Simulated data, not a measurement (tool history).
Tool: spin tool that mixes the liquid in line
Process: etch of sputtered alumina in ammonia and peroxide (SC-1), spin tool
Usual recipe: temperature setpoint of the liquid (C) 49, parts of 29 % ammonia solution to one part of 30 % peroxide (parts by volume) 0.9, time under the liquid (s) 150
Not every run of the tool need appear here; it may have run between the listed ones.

run	hour	temperature setpoint of the liquid (C)	parts of 29 % ammonia solution to one part of 30 % peroxide (parts by volume)	time under the liquid (s)	wafers since the last listed run	hours since the thermometer was replaced	hours since the ammonia flow meter was replaced	hours since the heated supply line was repaired	hours since the drum of ammonia solution was connected	hours since the gauge calibration	read-back film thickness of the sputtered alumina reference wafer, read on the same gauge (nm)	thickness taken off the sputtered alumina on a monitor wafer (nm)
1	0	49	0.9	150	0	630.3	1059.4	3701	310.7	201.8	29.97	12.44
2	11	49	0.9	150	72	641.3	1070.4	3712	321.7	212.8	30.01	12.51
3	23.5	52.5	0.9	150	82	653.8	1082.9	3724.5	334.2	225.3	29.98	15.11
# hour 37.4: thermometer replaced
4	38.1	52.5	0.9	150	89	0.7	1097.5	3739.1	348.8	239.9	30.05	15.2
# hour 52.5: new drum of ammonia solution connected
5	53.7	52.5	0.9	150	95	16.3	1113.1	3754.7	1.2	255.5	29.98	15.34
6	70.4	49	0.9	150	109	33	1129.8	3771.4	17.9	272.2	30.01	12.6
7	84	54	0.9	150	89	46.6	1143.4	3785	31.5	285.8	29.97	16.56
8	96.2	54	0.9	150	80	58.8	1155.6	3797.2	43.7	298	29.97	16.59
9	114	49	0.9	130	116	76.6	1173.4	3815	61.5	315.8	30.01	10.94
10	129.1	45.5	1.2	115	99	91.7	1188.5	3830.1	76.6	330.9	29.98	8.09
11	136	49	0.9	150	45	98.6	1195.4	3837	83.5	337.8	29.97	12.57
12	181.1	49	0.9	150	295	143.7	1240.5	3882.1	128.6	382.9	30.01	12.48

The next listed run, before its measurement:
# hour 189.2: heated supply line repaired
13	198.3	43	0.5	150	106	160.9	1257.7	9.1	145.8	400.1	?	?

{"run 13": {"read-back film thickness of the sputtered alumina reference wafer, read on the same gauge (nm)": 29.99, "thickness taken off the sputtered alumina on a monitor wafer (nm)": 9.44}}
With no hidden state in the tool, this same run would have given thickness taken off the sputtered alumina on a monitor wafer (nm) 9.53.

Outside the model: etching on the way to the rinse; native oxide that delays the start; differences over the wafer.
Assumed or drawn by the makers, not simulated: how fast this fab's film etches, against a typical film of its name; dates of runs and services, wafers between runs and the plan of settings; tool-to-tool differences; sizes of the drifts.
